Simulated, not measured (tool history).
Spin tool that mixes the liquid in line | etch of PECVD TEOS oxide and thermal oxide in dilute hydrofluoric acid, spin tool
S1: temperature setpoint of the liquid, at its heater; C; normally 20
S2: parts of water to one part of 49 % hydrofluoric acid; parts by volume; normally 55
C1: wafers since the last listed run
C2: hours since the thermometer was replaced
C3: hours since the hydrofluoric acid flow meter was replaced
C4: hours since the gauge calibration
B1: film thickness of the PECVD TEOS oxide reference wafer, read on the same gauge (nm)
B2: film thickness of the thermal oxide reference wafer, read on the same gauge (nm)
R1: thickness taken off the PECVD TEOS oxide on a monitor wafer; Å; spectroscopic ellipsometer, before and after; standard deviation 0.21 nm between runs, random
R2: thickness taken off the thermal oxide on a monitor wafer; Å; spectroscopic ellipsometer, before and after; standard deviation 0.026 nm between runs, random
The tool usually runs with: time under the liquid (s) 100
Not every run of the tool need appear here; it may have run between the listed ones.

{"run": 1, "hour": 0.0, "S1": 17.5, "S2": 55, "time under the liquid (s)": 100, "C1": 0, "C2": 2559.8, "C3": 1699.2, "C4": 1364.7, "B1": 67.33, "B2": 125.04, "R1": 340.8, "R2": 64}
{"run": 2, "hour": 54.5, "S1": 20, "S2": 65, "time under the liquid (s)": 100, "C1": 512, "C2": 2614.3, "C3": 1753.7, "C4": 1419.2, "B1": 67.32, "B2": 125.03, "R1": 318, "R2": 59.6}
{"run": 3, "hour": 93.3, "S1": 20, "S2": 65, "time under the liquid (s)": 100, "C1": 364, "C2": 2653.1, "C3": 1792.5, "C4": 1458, "B1": 67.3, "B2": 124.96, "R1": 316.4, "R2": 59.5}
{"run": 4, "hour": 154.7, "S1": 20, "S2": 65, "time under the liquid (s)": 100, "C1": 577, "C2": 2714.5, "C3": 1853.9, "C4": 1519.4, "B1": 67.29, "B2": 124.94, "R1": 323.6, "R2": 59.5}
{"hour": 220.0, "done": "hydrofluoric acid flow meter replaced"}
{"run": 5, "hour": 221.4, "S1": 20, "S2": 55, "time under the liquid (s)": 100, "C1": 617, "C2": 2781.2, "C3": 1.4, "C4": 1586.1, "B1": 67.25, "B2": 124.89, "R1": 384.8, "R2": 71.1}
{"run": 6, "hour": 285.2, "S1": 17, "S2": 80, "time under the liquid (s)": 140, "C1": 599, "C2": 2845, "C3": 65.2, "C4": 1649.9, "B1": 67.25, "B2": 124.88, "R1": 314.4, "R2": 58.6}
{"run": 7, "hour": 350.5, "S1": 20, "S2": 55, "time under the liquid (s)": 100, "C1": 613, "C2": 2910.3, "C3": 130.5, "C4": 1715.2, "B1": 67.2, "B2": 124.83, "R1": 381, "R2": 70.9}
{"run": 8, "hour": 387.8, "S1": 22, "S2": 55, "time under the liquid (s)": 50, "C1": 350, "C2": 2947.6, "C3": 167.8, "C4": 1752.5, "B1": 67.2, "B2": 124.83, "R1": 207.1, "R2": 38.4}
{"run": 9, "hour": 418.7, "S1": 20, "S2": 55, "time under the liquid (s)": 100, "C1": 290, "C2": 2978.5, "C3": 198.7, "C4": 1783.4, "B1": 67.21, "B2": 124.79, "R1": 380.7, "R2": 71.1}
{"hour": 458.7, "done": "gauge calibrated"}
{"run": 10, "hour": 484.3, "S1": 20, "S2": 40, "time under the liquid (s)": 100, "C1": 616, "C2": 3044.1, "C3": 264.3, "C4": 25.6, "B1": 70.38, "B2": 130.71, "R1": 556.5, "R2": 103.9}
{"run": 11, "hour": 531.9, "S1": 17, "S2": 30, "time under the liquid (s)": 100, "C1": 447, "C2": 3091.7, "C3": 311.9, "C4": 73.2, "B1": 70.18, "B2": 130.35, "R1": 656.4, "R2": 123.4}
{"run": 12, "hour": 584.3, "S1": 20, "S2": 55, "time under the liquid (s)": 100, "C1": 492, "C2": 3144.1, "C3": 364.3, "C4": 125.6, "B1": 69.99, "B2": 130, "R1": 398, "R2": 74}
{"hour": 601.9, "done": "thermometer replaced"}
{"run": 13, "hour": 650.9, "S1": 20, "S2": 65, "time under the liquid (s)": 100, "C1": 616, "C2": 49, "C3": 430.9, "C4": 192.2, "B1": 69.83, "B2": 129.63, "R1": 330.9, "R2": 61.9}
{"run": 14, "hour": 678.0, "S1": 20, "S2": 55, "time under the liquid (s)": 120, "C1": 254, "C2": 76.1, "C3": 458, "C4": 219.3, "B1": 69.73, "B2": 129.47, "R1": 478.3, "R2": 88.4}
{"run": 15, "hour": 739.4, "S1": 24, "S2": 35, "time under the liquid (s)": 140, "C1": 577, "C2": 137.5, "C3": 519.4, "C4": 280.7, "B1": 69.56, "B2": 129.17, "R1": 1058.3, "R2": 196}
{"run": 16, "hour": 804.9, "S1": 20, "S2": 55, "time under the liquid (s)": 100, "C1": 615, "C2": 203, "C3": 584.9, "C4": 346.2, "B1": 69.39, "B2": 128.86, "R1": 392.5, "R2": 73.2}
{"run": 17, "hour": 870.4, "S1": 23, "S2": 75, "time under the liquid (s)": 55, "C1": 615, "C2": 268.5, "C3": 650.4, "C4": 411.7, "B1": 69.23, "B2": 128.59, "R1": 173.2, "R2": 32.7}
{"run": 18, "hour": 918.8, "S1": 17, "S2": 55, "time under the liquid (s)": 100, "C1": 455, "C2": 316.9, "C3": 698.8, "C4": 460.1, "B1": 69.16, "B2": 128.39, "R1": 342.7, "R2": 64}
{"run": 19, "hour": 959.0, "S1": 20, "S2": 55, "time under the liquid (s)": 100, "C1": 377, "C2": 357.1, "C3": 739, "C4": 500.3, "B1": 69.05, "B2": 128.26, "R1": 387.9, "R2": 73}
{"run": 20, "hour": 995.5, "S1": 20, "S2": 55, "time under the liquid (s)": 140, "C1": 343, "C2": 393.6, "C3": 775.5, "C4": 536.8, "B1": 69.02, "B2": 128.15, "R1": 551.6, "R2": 102.2}
{"run": 21, "hour": 1031.6, "S1": 20, "S2": 55, "time under the liquid (s)": 100, "C1": 339, "C2": 429.7, "C3": 811.6, "C4": 572.9, "B1": 68.91, "B2": 128.02, "R1": 392.5, "R2": 72.9}
{"run": 22, "hour": 1086.8, "S1": 23, "S2": 40, "time under the liquid (s)": 100, "C1": 518, "C2": 484.9, "C3": 866.8, "C4": 628.1, "B1": 68.85, "B2": 127.85, "R1": 620.4, "R2": 116.3}

Expected results for the next run?
{"run": 23, "hour": 1135.9, "S1": 18, "S2": 80, "time under the liquid (s)": 100, "C1": 461, "C2": 534, "C3": 915.9, "C4": 677.2, "B1": "?", "B2": "?", "R1": "?", "R2": "?"}

{"run 23": {"B1": 68.79, "B2": 127.75, "R1": 237.2, "R2": 44.7}}
If the tool had no hidden condition, the same run with the same run-to-run variation would have returned R1 241.5 Å, R2 45.5 Å.
